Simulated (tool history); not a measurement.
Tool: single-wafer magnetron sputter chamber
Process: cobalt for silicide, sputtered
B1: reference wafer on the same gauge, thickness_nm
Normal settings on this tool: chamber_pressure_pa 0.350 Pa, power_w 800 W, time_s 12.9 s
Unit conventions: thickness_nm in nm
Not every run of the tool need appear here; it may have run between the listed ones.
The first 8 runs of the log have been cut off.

run 9 day=3.433 | chamber_pressure_pa=0.350 power_w=750 time_s=12.9 | B1=4.917 | thickness_nm=5.174
run 10 day=3.788 | chamber_pressure_pa=0.350 power_w=800 time_s=12.9 | B1=4.932 | thickness_nm=5.494
run 11 day=4.300 | chamber_pressure_pa=0.350 power_w=800 time_s=12.9 | B1=4.906 | thickness_nm=5.453
run 12 day=5.021 | chamber_pressure_pa=0.350 power_w=800 time_s=12.9 | B1=4.918 | thickness_nm=5.392
run 13 day=5.592 | chamber_pressure_pa=0.301 power_w=1000 time_s=12.1 | B1=4.919 | thickness_nm=6.377
run 14 day=6.100 | chamber_pressure_pa=0.350 power_w=800 time_s=12.9 | B1=4.928 | thickness_nm=5.350
run 15 day=6.779 | chamber_pressure_pa=0.350 power_w=800 time_s=12.9 | B1=4.920 | thickness_nm=5.288
run 16 day=7.425 | chamber_pressure_pa=0.350 power_w=800 time_s=13.6 | B1=4.926 | thickness_nm=5.580
run 17 day=7.725 | chamber_pressure_pa=0.462 power_w=750 time_s=13.8 | B1=4.917 | thickness_nm=5.180
-- day=8.600 capacitance manometer re-zeroed and calibrated
run 18 day=8.621 | chamber_pressure_pa=0.350 power_w=800 time_s=12.9 | B1=4.920 | thickness_nm=5.249
run 19 day=8.988 | chamber_pressure_pa=0.350 power_w=800 time_s=12.9 | B1=4.929 | thickness_nm=5.285
run 20 day=9.396 | chamber_pressure_pa=0.350 power_w=800 time_s=12.9 | B1=4.922 | thickness_nm=5.216
-- day=10.142 sputter target and shields replaced
run 21 day=10.162 | chamber_pressure_pa=0.350 power_w=800 time_s=15.2 | B1=4.920 | thickness_nm=6.581
run 22 day=10.179 | chamber_pressure_pa=0.236 power_w=1000 time_s=12.2 | B1=4.919 | thickness_nm=6.728
run 23 day=10.675 | chamber_pressure_pa=0.265 power_w=950 time_s=13.8 | B1=4.918 | thickness_nm=7.176
run 24 day=11.029 | chamber_pressure_pa=0.269 power_w=700 time_s=12.9 | B1=4.923 | thickness_nm=4.887
run 25 day=11.754 | chamber_pressure_pa=0.231 power_w=650 time_s=12.1 | B1=4.925 | thickness_nm=4.224
run 26 day=12.062 | chamber_pressure_pa=0.350 power_w=800 time_s=12.9 | B1=4.915 | thickness_nm=5.435
run 27 day=12.392 | chamber_pressure_pa=0.430 power_w=600 time_s=12.9 | B1=4.914 | thickness_nm=3.944
run 28 day=13.046 | chamber_pressure_pa=0.350 power_w=950 time_s=12.9 | B1=4.919 | thickness_nm=6.381
run 29 day=13.371 | chamber_pressure_pa=0.243 power_w=1000 time_s=14.7 | B1=4.934 | thickness_nm=7.864
run 30 day=13.779 | chamber_pressure_pa=0.350 power_w=800 time_s=12.9 | B1=4.918 | thickness_nm=5.364

The next listed run, before its measurement:
run 31 day=14.142 | chamber_pressure_pa=0.350 power_w=800 time_s=12.9 | B1=? | thickness_nm=?

Run 31 gave B1 4.929, thickness_nm 5.311 nm.
Had the tool carried no hidden state, the very same run would have given thickness_nm 5.585 nm.
